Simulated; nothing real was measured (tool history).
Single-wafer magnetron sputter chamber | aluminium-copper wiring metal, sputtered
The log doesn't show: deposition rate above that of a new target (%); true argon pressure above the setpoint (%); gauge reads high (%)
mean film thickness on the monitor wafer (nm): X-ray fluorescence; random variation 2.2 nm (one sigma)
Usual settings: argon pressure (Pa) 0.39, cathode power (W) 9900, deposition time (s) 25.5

run,hour,argon pressure (Pa),cathode power (W),deposition time (s),wafers since the last listed run,wafers on the sputter target,hours since the last manometer calibration,hours since the magnet pack was replaced,hours since the gauge calibration,"read-back reference wafer on the same gauge, thickness_nm",mean film thickness on the monitor wafer (nm)
1,0,0.39,9900,25.5,0,2347,1584.2,5358.2,503.4,470.335,426.764
2,28.9,0.39,10400,28.8,509,2856,1613.1,5387.1,532.3,469.575,508.291
3,54.6,0.39,11600,25.5,453,3310,1638.8,5412.8,558,469.754,492.119
4,83.8,0.39,11600,25.5,514,3825,1668,5442,587.2,470.092,497.43
5,104.8,0.39,11600,25.5,370,4195,1689,5463,608.2,469.894,497.537
6,126.6,0.512,9900,25.5,384,4579,1710.8,5484.8,630,469.943,398.622
7,147.3,0.512,9900,25.5,365,4944,1731.5,5505.5,650.7,469.963,398.338
8,167.6,0.512,9900,25.5,357,5302,1751.8,5525.8,671,470.021,399.65
9,193.9,0.39,7950,25.5,463,5766,1778.1,5552.1,697.3,470.585,351.766
10,212.9,0.39,7950,25.5,335,6101,1797.1,5571.1,716.3,470.265,349.206
# hour 226.9: sputter target and shields replaced
11,240.9,0.39,9900,25.5,352,247,1825.1,5599.1,744.3,469.761,430.084
12,263.6,0.39,9900,25.5,400,647,1847.8,5621.8,767,470.273,429.043
13,295.2,0.39,9900,25.5,557,1205,1879.4,5653.4,798.6,470.307,429.482
14,316.2,0.39,9900,25.5,370,1575,1900.4,5674.4,819.6,470.094,428.574
15,341.1,0.39,9400,25.5,439,2014,1925.3,5699.3,844.5,470.338,406.7
16,361.4,0.39,9900,25.5,357,2372,1945.6,5719.6,864.8,469.991,424.458
17,375.4,0.465,7600,25.5,246,2619,1959.6,5733.6,878.8,469.968,324.656
18,401.2,0.337,9900,25.5,454,3074,1985.4,5759.4,904.6,470.149,441.546
# hour 411.9: gauge calibrated
# hour 414.2: magnet pack replaced
19,415.7,0.478,8000,20.5,114,3189,1999.9,1.5,3.8,469.703,269.975
20,435.6,0.39,8050,25.5,350,3539,2019.8,21.4,23.7,470.18,352.051
21,449,0.313,10650,27.8,236,3776,2033.2,34.8,37.1,469.847,519.71
22,464.6,0.241,9900,28.8,275,4051,2048.8,50.4,52.7,469.917,520.726
# hour 493.5: capacitance manometer re-zeroed and calibrated
23,494,0.288,12150,22.2,377,4428,0.5,79.8,82.1,469.473,477.93
24,523.2,0.39,9900,25.5,514,4943,29.7,109,111.3,469.89,428.32
25,559.2,0.39,10950,27.9,634,5578,65.7,145,147.3,469.436,514.602
26,591.7,0.39,9900,25.5,573,6151,98.2,177.5,179.8,470.162,430.775
# hour 614.3: sputter target and shields replaced
27,614.8,0.469,9900,30.5,266,9,121.3,200.6,202.9,469.913,490.73
28,636.7,0.272,8250,27.2,386,395,143.2,222.5,224.8,470.303,411.153
29,659.3,0.39,8350,22.6,398,793,165.8,245.1,247.4,470.497,322.127
30,688.6,0.451,9900,27.1,516,1310,195.1,274.4,276.7,470.332,435.923
31,713.2,0.39,9900,25.5,433,1744,219.7,299,301.3,470.134,428.998
32,737.3,0.39,9400,25.5,424,2169,243.8,323.1,325.4,470.604,403.182
33,754.9,0.39,9900,23.9,310,2479,261.4,340.7,343,470.117,399.73
34,772.9,0.39,9900,25.5,317,2797,279.4,358.7,361,469.748,428.488

What the log doesn't show, run by run:
deposition rate above that of a new target (%): 0 in every run
true argon pressure above the setpoint (%): 0 in every run
gauge reads high (%): 0 in every run
